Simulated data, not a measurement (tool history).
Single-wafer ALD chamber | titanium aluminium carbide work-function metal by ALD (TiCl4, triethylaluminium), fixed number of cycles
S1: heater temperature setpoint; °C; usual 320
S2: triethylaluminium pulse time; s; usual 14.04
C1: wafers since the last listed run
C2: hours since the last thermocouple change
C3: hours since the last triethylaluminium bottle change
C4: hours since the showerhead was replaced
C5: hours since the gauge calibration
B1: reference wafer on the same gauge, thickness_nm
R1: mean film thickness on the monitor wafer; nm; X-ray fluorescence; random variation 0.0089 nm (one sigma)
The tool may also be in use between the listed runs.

run	day	S1	S2	C1	C2	C3	C4	C5	B1	R1
1	0.000	320	14.04	0	1231.3	118.0	2099.1	2691.5	2.206	2.198
2	2.800	320	14.04	616	1298.5	185.2	2166.3	2758.7	2.214	2.191
3	4.454	320	14.04	364	1338.2	224.9	2206.0	2798.4	2.210	2.193
4	6.967	320	14.04	553	1398.5	285.2	2266.3	2858.7	2.213	2.197
5	9.592	320	14.04	578	1461.5	348.2	2329.3	2921.7	2.212	2.188
6	13.475	320	14.04	855	1554.7	441.4	2422.5	3014.9	2.205	2.176
7	16.800	320	14.04	732	1634.5	521.2	2502.3	3094.7	2.211	2.187
8	18.567	320	10.22	389	1676.9	563.6	2544.7	3137.1	2.208	2.091
9	20.662	320	10.22	461	1727.2	613.9	2595.0	3187.4	2.208	2.079
# day 21.567: gauge calibrated
10	24.046	320	10.22	745	1808.4	695.1	2676.2	59.5	2.213	2.069
11	28.029	320	14.04	877	1904.0	790.7	2771.8	155.1	2.209	2.149
# day 28.892: showerhead replaced
12	30.358	311	14.04	439	1959.9	846.6	35.2	211.0	2.213	2.049
13	32.200	320	14.04	405	2004.1	890.8	79.4	255.2	2.214	2.131
14	43.471	320	14.04	2482	2274.6	1161.3	349.9	525.7	2.209	2.049
# day 45.329: triethylaluminium bottle replaced
15	47.229	306	16.61	754	2364.8	45.6	440.1	615.9	2.209	2.047
# day 48.054: thermocouple changed; heater temperature recalibrated
16	50.017	335	14.04	540	47.1	112.5	507.0	682.8	2.211	2.366
17	53.488	320	10.22	764	130.4	195.8	590.3	766.1	2.209	2.132
18	55.354	320	14.04	411	175.2	240.6	635.1	810.9	2.207	2.203
19	58.708	320	14.04	738	255.7	321.1	715.6	891.4	2.215	2.204
20	61.254	311	15.48	560	316.8	382.2	776.7	952.5	2.212	2.123
21	65.062	320	11.23	838	408.2	473.6	868.1	1043.9	2.210	2.148
22	67.229	326	17.08	477	460.2	525.6	920.1	1095.9	2.207	2.266
23	69.096	332	19.32	411	505.0	570.4	964.9	1140.7	2.210	2.336
24	72.508	320	17.71	751	586.9	652.3	1046.8	1222.6	2.213	2.211
25	76.200	320	10.61	813	675.5	740.9	1135.4	1311.2	2.207	2.084
26	80.654	320	14.04	981	782.4	847.8	1242.3	1418.1	2.213	2.179
27	84.171	325	19.41	774	866.8	932.2	1326.7	1502.5	2.212	2.250
# day 86.350: triethylaluminium bottle replaced
28	86.371	320	19.30	411	919.6	0.5	1379.5	1555.3	2.208	2.219
29	87.583	335	19.62	267	948.7	29.6	1408.6	1584.4	2.206	2.357
30	89.183	320	14.04	352	987.1	68.0	1447.0	1622.8	2.209	2.185
31	90.704	320	14.04	334	1023.6	104.5	1483.5	1659.3	2.211	2.198
32	93.883	334	16.54	700	1099.9	180.8	1559.8	1735.6	2.210	2.356
33	97.208	326	17.08	732	1179.7	260.6	1639.6	1815.4	2.212	2.264
34	100.512	320	15.67	727	1259.0	339.9	1718.9	1894.7	2.208	2.193

Forecast each of these 3 alternatives for the next run:
A	100.529	325	14.04	3	1259.4	340.3	1719.3	1895.1	?	?
B	100.529	320	18.16	3	1259.4	340.3	1719.3	1895.1	?	?
C	100.529	320	10.07	3	1259.4	340.3	1719.3	1895.1	?	?

run	B1	R1
A	2.209	2.229
B	2.209	2.201
C	2.209	2.081
Without the tool's hidden state the same runs would have given:
run	R1
A	2.248
B	2.212
C	2.121
